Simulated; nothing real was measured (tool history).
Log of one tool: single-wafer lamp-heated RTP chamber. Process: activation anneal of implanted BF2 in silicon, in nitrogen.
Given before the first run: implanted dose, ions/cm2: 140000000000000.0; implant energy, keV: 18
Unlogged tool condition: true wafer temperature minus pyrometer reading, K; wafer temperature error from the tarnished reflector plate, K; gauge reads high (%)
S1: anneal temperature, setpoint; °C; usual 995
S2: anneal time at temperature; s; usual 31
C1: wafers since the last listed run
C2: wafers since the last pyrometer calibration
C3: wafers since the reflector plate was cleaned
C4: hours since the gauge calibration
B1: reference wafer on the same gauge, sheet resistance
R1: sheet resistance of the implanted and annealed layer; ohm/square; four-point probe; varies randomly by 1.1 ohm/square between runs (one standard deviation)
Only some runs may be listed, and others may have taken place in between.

run,day,S1,S2,C1,C2,C3,C4,B1,R1
1,0,995,44,0,5182,4202,77.2,624.44,704.77
2,0.408,995,44,115,5298,4317,87,624.61,705.12
3,0.833,995,44,120,5418,4437,97.2,624.25,702.34
4,1.246,995,31,116,5535,4554,107.1,623.89,708.87
5,1.858,995,31,173,5708,4728,121.8,623.2,709.74
6,2.225,995,31,103,5812,4831,130.6,622.61,708.44
# day 2.796: pyrometer window cleaned and pyrometer calibrated
7,2.817,995,31,73,6,4904,144.8,622.79,707.02
8,2.933,995,31,33,39,4937,147.6,622.19,706.77
9,3.5,995,31,160,199,5098,161.2,621.53,704.62
10,3.825,995,31,91,291,5190,169,620.98,705.28
11,4.438,995,31,173,464,5363,183.7,620.62,704.81

Run 12 has not been measured yet. What should we expect?
# day 4.854: gauge calibrated
12,5.112,1016,13,191,655,5554,6.2,?,?

For run 12 the tool returned B1 624.95, R1 712.43 ohm/square.
Without the tool's hidden state the same run would have given R1 712.4 ohm/square.
